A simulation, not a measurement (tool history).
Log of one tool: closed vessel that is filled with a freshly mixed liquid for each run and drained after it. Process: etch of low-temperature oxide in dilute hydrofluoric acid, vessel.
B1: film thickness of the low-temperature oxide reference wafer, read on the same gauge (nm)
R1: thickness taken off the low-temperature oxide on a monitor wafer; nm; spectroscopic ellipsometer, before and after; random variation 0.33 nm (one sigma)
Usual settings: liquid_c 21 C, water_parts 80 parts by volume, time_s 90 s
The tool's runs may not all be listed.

{"run": 1, "hour": 0.0, "liquid_c": 25, "water_parts": 80, "time_s": 90, "B1": 39.96, "R1": 37.34}
{"run": 2, "hour": 25.4, "liquid_c": 25, "water_parts": 80, "time_s": 90, "B1": 40.03, "R1": 37.1}
{"run": 3, "hour": 50.9, "liquid_c": 25, "water_parts": 80, "time_s": 90, "B1": 40.01, "R1": 36.63}
{"run": 4, "hour": 79.8, "liquid_c": 21, "water_parts": 80, "time_s": 115, "B1": 39.99, "R1": 39.71}
{"run": 5, "hour": 101.9, "liquid_c": 21, "water_parts": 80, "time_s": 115, "B1": 39.97, "R1": 40.41}
{"run": 6, "hour": 135.3, "liquid_c": 21, "water_parts": 100, "time_s": 90, "B1": 40.02, "R1": 23.83}
{"run": 7, "hour": 161.3, "liquid_c": 21, "water_parts": 110, "time_s": 90, "B1": 40.02, "R1": 21.76}
{"run": 8, "hour": 193.9, "liquid_c": 21, "water_parts": 110, "time_s": 90, "B1": 40.02, "R1": 21.45}
{"run": 9, "hour": 227.7, "liquid_c": 21, "water_parts": 80, "time_s": 90, "B1": 40, "R1": 30.55}
{"run": 10, "hour": 250.0, "liquid_c": 21, "water_parts": 80, "time_s": 90, "B1": 39.99, "R1": 30.39}
{"hour": 269.1, "done": "hydrofluoric acid flow meter replaced"}
{"hour": 270.6, "done": "gauge calibrated"}
{"run": 11, "hour": 283.2, "liquid_c": 21, "water_parts": 80, "time_s": 90, "B1": 39.99, "R1": 35.93}
{"run": 12, "hour": 295.4, "liquid_c": 21, "water_parts": 80, "time_s": 90, "B1": 40.01, "R1": 35.48}
{"run": 13, "hour": 328.8, "liquid_c": 21, "water_parts": 80, "time_s": 90, "B1": 40.05, "R1": 36.14}
{"run": 14, "hour": 347.3, "liquid_c": 21, "water_parts": 80, "time_s": 90, "B1": 39.97, "R1": 36.47}
{"run": 15, "hour": 377.1, "liquid_c": 21, "water_parts": 80, "time_s": 90, "B1": 39.96, "R1": 36.09}
{"run": 16, "hour": 395.2, "liquid_c": 21, "water_parts": 80, "time_s": 90, "B1": 39.99, "R1": 35.74}
{"run": 17, "hour": 420.8, "liquid_c": 19, "water_parts": 95, "time_s": 65, "B1": 39.95, "R1": 19.37}
{"run": 18, "hour": 440.9, "liquid_c": 21, "water_parts": 80, "time_s": 90, "B1": 39.98, "R1": 35.32}
{"run": 19, "hour": 462.8, "liquid_c": 23.5, "water_parts": 100, "time_s": 90, "B1": 40.02, "R1": 30.53}
{"hour": 483.5, "done": "thermometer replaced"}
{"run": 20, "hour": 492.8, "liquid_c": 19.5, "water_parts": 80, "time_s": 90, "B1": 40, "R1": 33.18}
{"run": 21, "hour": 516.0, "liquid_c": 17, "water_parts": 65, "time_s": 145, "B1": 40.03, "R1": 59.31}
{"run": 22, "hour": 534.3, "liquid_c": 18, "water_parts": 80, "time_s": 120, "B1": 40.03, "R1": 41.29}
{"run": 23, "hour": 562.9, "liquid_c": 19.5, "water_parts": 60, "time_s": 125, "B1": 40.02, "R1": 62.85}
{"run": 24, "hour": 578.4, "liquid_c": 25.5, "water_parts": 80, "time_s": 90, "B1": 40, "R1": 42.25}
{"run": 25, "hour": 602.6, "liquid_c": 21, "water_parts": 80, "time_s": 90, "B1": 40.01, "R1": 34.79}
{"run": 26, "hour": 631.9, "liquid_c": 17.5, "water_parts": 80, "time_s": 90, "B1": 39.98, "R1": 30.51}
{"run": 27, "hour": 659.3, "liquid_c": 21, "water_parts": 45, "time_s": 120, "B1": 40.05, "R1": 86.17}
{"run": 28, "hour": 677.4, "liquid_c": 21, "water_parts": 80, "time_s": 90, "B1": 40, "R1": 35.29}
{"run": 29, "hour": 710.2, "liquid_c": 21, "water_parts": 80, "time_s": 90, "B1": 39.94, "R1": 34.67}
{"run": 30, "hour": 742.4, "liquid_c": 21, "water_parts": 80, "time_s": 90, "B1": 40.02, "R1": 34.64}
{"run": 31, "hour": 769.1, "liquid_c": 19, "water_parts": 45, "time_s": 45, "B1": 39.98, "R1": 28.76}
{"run": 32, "hour": 788.9, "liquid_c": 17, "water_parts": 100, "time_s": 120, "B1": 39.98, "R1": 30.7}

4 ways to go on from here, each from the tool as it stands after run 32. What would each give?
{"run": "A", "hour": 789.6, "liquid_c": 21, "water_parts": 90, "time_s": 90, "B1": "?", "R1": "?"}
{"run": "B", "hour": 789.6, "liquid_c": 21, "water_parts": 110, "time_s": 125, "B1": "?", "R1": "?"}
{"run": "C", "hour": 789.6, "liquid_c": 17.5, "water_parts": 95, "time_s": 115, "B1": "?", "R1": "?"}
{"run": "D", "hour": 789.6, "liquid_c": 21, "water_parts": 80, "time_s": 60, "B1": "?", "R1": "?"}

run=A B1=39.97 R1=30.45
run=B B1=39.97 R1=33.79
run=C B1=39.97 R1=31.7
run=D B1=39.97 R1=23.12
Without the tool's hidden state the same runs would have given:
run=A R1=32.08
run=B R1=35.63
run=C R1=33.39
run=D R1=24.34
